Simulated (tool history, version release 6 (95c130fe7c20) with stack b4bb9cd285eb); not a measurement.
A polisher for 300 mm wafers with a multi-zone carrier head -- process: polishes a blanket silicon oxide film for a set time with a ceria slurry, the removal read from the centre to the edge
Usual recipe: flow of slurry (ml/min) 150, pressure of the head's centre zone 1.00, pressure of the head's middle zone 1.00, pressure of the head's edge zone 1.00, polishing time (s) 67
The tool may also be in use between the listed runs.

run,hour,flow of slurry (ml/min),pressure of the head's centre zone,pressure of the head's middle zone,pressure of the head's edge zone,polishing time (s),wafers since the last listed run,wafers polished on this pad,hours since the slurry nozzle was cleaned,hours since the centre zone pressure was calibrated,hours since the edge zone pressure was calibrated,hours since the carrier head's membrane was replaced,"incoming thickness of the incoming film, nm",film removed at the wafer's centre (angstrom),film removed at mid-radius (angstrom),film removed at the wafer's edge (angstrom)
1,0.0,150,0.94,1.00,1.00,53,0,718,84.8,554.3,96.9,710.9,1582.6,2541,2885,2899
2,33.3,165,1.00,1.00,1.00,67,319,1037,118.1,587.6,130.2,744.2,1607.8,3526,3745,3741
3,54.2,150,1.00,1.00,1.00,67,200,1238,139.0,608.5,151.1,765.1,1577.9,3384,3652,3684
4,78.0,120,1.12,1.00,0.91,78,228,1466,162.8,632.3,174.9,788.9,1582.7,3813,3809,3799
5,90.8,190,0.95,1.00,0.89,59,122,1589,175.6,645.1,187.7,801.7,1579.6,2985,3466,3259
# hour 125.0: worn pad replaced by a new one
# hour 150.1: carrier head's membrane replaced by a new one
# hour 172.5: centre zone pressure recalibrated
6,188.4,150,1.00,1.00,1.00,67,830,540,273.2,15.9,285.3,38.3,1592.4,3677,3661,3608
7,222.5,110,1.00,1.00,1.00,67,327,868,307.3,50.0,319.4,72.4,1573.7,3017,3098,3233
8,244.2,165,1.00,1.00,1.00,67,208,1076,329.0,71.7,341.1,94.1,1604.4,3758,3785,3769
9,273.1,150,1.00,1.00,1.00,67,277,1353,357.9,100.6,370.0,123.0,1606.8,3583,3643,3661
10,296.5,150,1.00,1.00,1.00,67,224,1578,381.3,124.0,393.4,146.4,1585.3,3601,3668,3590
11,317.0,150,1.00,1.00,1.00,67,196,1774,401.8,144.5,413.9,166.9,1607.3,3533,3656,3637
12,336.6,150,1.00,1.00,1.00,67,188,1962,421.4,164.1,433.5,186.5,1572.3,3613,3667,3558
# hour 348.8: worn pad replaced by a new one
13,353.8,130,1.00,1.00,1.00,67,126,47,438.6,181.3,450.7,203.7,1598.6,3355,3449,3510
14,384.5,150,1.00,1.00,1.03,81,294,342,469.3,212.0,481.4,234.4,1572.4,4356,4459,4454
# hour 393.9: edge zone pressure recalibrated
15,419.8,150,1.05,1.00,0.90,67,319,661,504.6,247.3,25.9,269.7,1572.6,3822,3599,3520
# hour 437.1: slurry nozzle cleaned
16,437.6,150,0.89,0.97,1.00,67,161,823,0.5,265.1,43.7,287.5,1569.7,3164,3565,3638
17,459.7,165,1.00,0.91,1.03,79,212,1035,22.6,287.2,65.8,309.6,1603.3,4341,4077,4466
18,474.4,150,1.00,1.00,1.00,67,141,1176,37.3,301.9,80.5,324.3,1598.1,3464,3673,3533
19,496.8,150,1.00,1.00,1.00,67,214,1391,59.7,324.3,102.9,346.7,1606.5,3613,3652,3678
20,532.6,125,1.00,1.00,1.05,79,343,1734,95.5,360.1,138.7,382.5,1550.0,3790,3983,4198
21,561.3,150,1.00,1.00,1.07,67,275,2010,124.2,388.8,167.4,411.2,1573.5,3457,3613,3771

Hidden state at the last listed run before each entry between runs and at the first one after, where it differs:
In the gap between runs 5 and 6: worn pad replaced by a new one (hour 125.0); carrier head's membrane replaced by a new one (hour 150.1); centre zone pressure recalibrated (hour 172.5)
  deviation of the centre zone's pressure from its setpoint, %: -7.94 -> -0.303
  the result without the hidden state subtracted from the measured one, film removed at the wafer's centre (angstrom): -261 -> -11
In the gap between runs 12 and 13: worn pad replaced by a new one (hour 348.8)
  deviation of the centre zone's pressure from its setpoint, %: -0.888 -> -1.02
  the result without the hidden state subtracted from the measured one, film removed at the wafer's centre (angstrom): -33 -> -35
In the gap between runs 14 and 15: edge zone pressure recalibrated (hour 393.9)
  deviation of the centre zone's pressure from its setpoint, %: -1.28 -> -1.64
  the result without the hidden state subtracted from the measured one, film removed at the wafer's centre (angstrom): -57 -> -64
In the gap between runs 15 and 16: slurry nozzle cleaned (hour 437.1)
  deviation of the centre zone's pressure from its setpoint, %: -1.64 -> -1.84
  the result without the hidden state subtracted from the measured one, film removed at the wafer's centre (angstrom): -64 -> -61
